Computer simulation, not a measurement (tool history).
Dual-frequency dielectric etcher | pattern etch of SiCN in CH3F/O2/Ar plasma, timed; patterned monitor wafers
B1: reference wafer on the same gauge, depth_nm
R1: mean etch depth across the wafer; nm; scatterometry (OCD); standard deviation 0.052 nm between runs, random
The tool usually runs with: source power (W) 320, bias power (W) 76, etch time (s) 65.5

run 1 hour=0.0 | source_power_(W)=320 bias_power_(W)=76 etch_time_(s)=65.5 | B1=25.19 | R1=23.49
run 2 hour=30.9 | source_power_(W)=320 bias_power_(W)=76 etch_time_(s)=65.5 | B1=25.21 | R1=23.51
run 3 hour=94.5 | source_power_(W)=380 bias_power_(W)=76 etch_time_(s)=65.5 | B1=25.22 | R1=25.88
run 4 hour=132.4 | source_power_(W)=320 bias_power_(W)=83 etch_time_(s)=65.5 | B1=25.23 | R1=24.14
-- hour=213.0 wet clean of the chamber
run 5 hour=213.5 | source_power_(W)=320 bias_power_(W)=83 etch_time_(s)=65.5 | B1=25.22 | R1=24.23
run 6 hour=243.2 | source_power_(W)=320 bias_power_(W)=83 etch_time_(s)=65.5 | B1=25.20 | R1=24.27
run 7 hour=282.2 | source_power_(W)=320 bias_power_(W)=76 etch_time_(s)=65.5 | B1=25.19 | R1=23.56
run 8 hour=332.6 | source_power_(W)=320 bias_power_(W)=76 etch_time_(s)=65.5 | B1=25.21 | R1=23.53
run 9 hour=385.1 | source_power_(W)=320 bias_power_(W)=76 etch_time_(s)=65.5 | B1=25.20 | R1=23.40
run 10 hour=446.0 | source_power_(W)=320 bias_power_(W)=76 etch_time_(s)=65.5 | B1=25.21 | R1=23.44
-- hour=590.2 wet clean of the chamber
run 11 hour=637.4 | source_power_(W)=320 bias_power_(W)=76 etch_time_(s)=65.5 | B1=25.20 | R1=23.48
run 12 hour=688.5 | source_power_(W)=320 bias_power_(W)=76 etch_time_(s)=65.5 | B1=25.22 | R1=23.35
run 13 hour=731.4 | source_power_(W)=320 bias_power_(W)=76 etch_time_(s)=65.5 | B1=25.18 | R1=23.30
-- hour=777.4 upper electrode replaced
run 14 hour=777.9 | source_power_(W)=320 bias_power_(W)=76 etch_time_(s)=65.5 | B1=25.19 | R1=23.37
run 15 hour=795.9 | source_power_(W)=320 bias_power_(W)=76 etch_time_(s)=65.5 | B1=25.19 | R1=23.33
run 16 hour=857.8 | source_power_(W)=320 bias_power_(W)=76 etch_time_(s)=77.0 | B1=25.20 | R1=27.45
run 17 hour=903.9 | source_power_(W)=320 bias_power_(W)=60 etch_time_(s)=52.0 | B1=25.20 | R1=17.18
-- hour=956.2 wet clean of the chamber
-- hour=958.1 gauge calibrated
run 18 hour=965.8 | source_power_(W)=260 bias_power_(W)=76 etch_time_(s)=57.0 | B1=25.18 | R1=17.91
-- hour=1022.9 source power generator calibrated
run 19 hour=1027.0 | source_power_(W)=320 bias_power_(W)=59 etch_time_(s)=60.0 | B1=25.21 | R1=20.11
run 20 hour=1075.6 | source_power_(W)=320 bias_power_(W)=76 etch_time_(s)=77.0 | B1=25.21 | R1=28.15
-- hour=1112.6 bias power generator calibrated
run 21 hour=1141.4 | source_power_(W)=280 bias_power_(W)=62 etch_time_(s)=75.5 | B1=25.21 | R1=23.73
run 22 hour=1186.6 | source_power_(W)=320 bias_power_(W)=76 etch_time_(s)=65.5 | B1=25.20 | R1=23.91
run 23 hour=1255.5 | source_power_(W)=340 bias_power_(W)=93 etch_time_(s)=65.5 | B1=25.21 | R1=26.48
run 24 hour=1282.7 | source_power_(W)=320 bias_power_(W)=61 etch_time_(s)=65.5 | B1=25.20 | R1=22.24
-- hour=1319.8 wet clean of the chamber
run 25 hour=1340.3 | source_power_(W)=320 bias_power_(W)=82 etch_time_(s)=84.5 | B1=25.21 | R1=31.64
run 26 hour=1400.1 | source_power_(W)=320 bias_power_(W)=76 etch_time_(s)=65.5 | B1=25.21 | R1=23.87
run 27 hour=1456.8 | source_power_(W)=320 bias_power_(W)=76 etch_time_(s)=51.5 | B1=25.20 | R1=18.81
run 28 hour=1491.2 | source_power_(W)=320 bias_power_(W)=76 etch_time_(s)=65.5 | B1=25.17 | R1=23.87
run 29 hour=1552.7 | source_power_(W)=350 bias_power_(W)=63 etch_time_(s)=65.5 | B1=25.20 | R1=23.57

What if the next run were any one of these 5? Each begins from the tool's condition after run 29:
run A hour=1553.1 | source_power_(W)=320 bias_power_(W)=76 etch_time_(s)=65.5 | B1=? | R1=?
run B hour=1553.1 | source_power_(W)=350 bias_power_(W)=83 etch_time_(s)=65.5 | B1=? | R1=?
run C hour=1553.1 | source_power_(W)=320 bias_power_(W)=93 etch_time_(s)=85.0 | B1=? | R1=?
run D hour=1553.1 | source_power_(W)=370 bias_power_(W)=76 etch_time_(s)=65.5 | B1=? | R1=?
run E hour=1553.1 | source_power_(W)=380 bias_power_(W)=69 etch_time_(s)=60.0 | B1=? | R1=?

run=A B1=25.18 R1=23.94
run=B B1=25.18 R1=25.92
run=C B1=25.18 R1=33.32
run=D B1=25.18 R1=25.91
run=E B1=25.18 R1=23.32
What these runs would have given with no unlogged condition in the tool:
run=A R1=23.85
run=B R1=25.82
run=C R1=33.19
run=D R1=25.81
run=E R1=23.23
